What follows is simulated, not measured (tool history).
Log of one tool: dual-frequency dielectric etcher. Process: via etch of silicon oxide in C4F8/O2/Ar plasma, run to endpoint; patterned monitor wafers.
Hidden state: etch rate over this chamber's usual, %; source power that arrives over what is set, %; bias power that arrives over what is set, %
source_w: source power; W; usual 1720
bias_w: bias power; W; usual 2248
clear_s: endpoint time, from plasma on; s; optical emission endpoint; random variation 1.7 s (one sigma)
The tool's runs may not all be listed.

run	hour	source_w	bias_w	wafers since the last listed run	hours since the last wet clean	hours since the last source power generator calibration	hours since the last bias power generator calibration	hours since the last upper electrode change	incoming incoming film thickness, nm	clear_s
1	0	1940	2248	0	621	2973.7	1773.5	5123.6	1111.7	236.5
# hour 72.1: wet clean of the chamber
2	76.3	1940	2248	202	4.2	3050	1849.8	5199.9	1107.9	221.8
3	139.4	1940	2248	244	67.3	3113.1	1912.9	5263	1109.8	225.5
4	200	1720	1984	234	127.9	3173.7	1973.5	5323.6	1115.7	242.4
5	301.1	1720	1984	391	229	3274.8	2074.6	5424.7	1105.1	241
6	386.5	1720	1984	330	314.4	3360.2	2160	5510.1	1105.2	246.9
7	434	1720	2248	183	361.9	3407.7	2207.5	5557.6	1092.8	234.1
8	507.3	1720	2248	283	435.2	3481	2280.8	5630.9	1096.3	239.8
9	543.9	1720	2248	141	471.8	3517.6	2317.4	5667.5	1110.3	241
10	601.9	1720	2528	224	529.8	3575.6	2375.4	5725.5	1105.6	232.9
# hour 675.8: wet clean of the chamber
11	676.3	1720	2528	194	0.5	3650	2449.8	5799.9	1101.2	222.5
12	725.2	1720	2528	189	49.4	3698.9	2498.7	5848.8	1111	222.8
13	822.3	1720	2248	375	146.5	3796	2595.8	5945.9	1109.9	231.3
14	885.1	1720	2248	242	209.3	3858.8	2658.6	6008.7	1105.2	234.3
15	926	1570	2006	158	250.2	3899.7	2699.5	6049.6	1111	248.8
16	1017.1	1720	2248	352	341.3	3990.8	2790.6	6140.7	1119.2	240
17	1123.7	1720	2248	412	447.9	4097.4	2897.2	6247.3	1116.4	241.4
# hour 1188.5: upper electrode replaced
# hour 1205.7: wet clean of the chamber
18	1219.4	1720	2248	210	13.7	4193.1	2992.9	30.9	1109.3	230.7
# hour 1253: source power generator calibrated
19	1266.4	1720	2248	166	60.7	13.4	3039.9	77.9	1100.6	229.2
# hour 1282.3: bias power generator calibrated
20	1358.7	2030	2248	341	153	105.7	76.4	170.2	1108.9	219.4
21	1460.7	1410	2576	394	255	207.7	178.4	272.2	1094.8	244.3
22	1561.1	1910	2693	388	355.4	308.1	278.8	372.6	1101.8	220.2
23	1638.1	1720	2248	297	432.4	385.1	355.8	449.6	1105.8	236.9
24	1698.7	1720	1726	234	493	445.7	416.4	510.2	1104	256.5
25	1806.6	1720	2732	417	600.9	553.6	524.3	618.1	1108.1	231
26	1863.3	1980	2248	219	657.6	610.3	581	674.8	1107.7	233.8
# hour 1899.8: wet clean of the chamber
27	1948	1570	2638	234	48.2	695	665.7	759.5	1108.6	231.2
28	2027.5	1420	2055	307	127.7	774.5	745.2	839	1100	256.1
29	2118.7	1720	2248	352	218.9	865.7	836.4	930.2	1108.2	235.3

Forecast each of these 3 alternatives for the next run:
A	2119.2	1720	2248	1	219.4	866.2	836.9	930.7	1113.1	?
B	2119.2	1570	1807	1	219.4	866.2	836.9	930.7	1113.1	?
C	2119.2	1430	2556	1	219.4	866.2	836.9	930.7	1113.1	?

run	clear_s
A	234.3
B	254.8
C	241.1
Without the tool's hidden state the same runs would have given:
run	clear_s
A	229.2
B	249.3
C	235.9
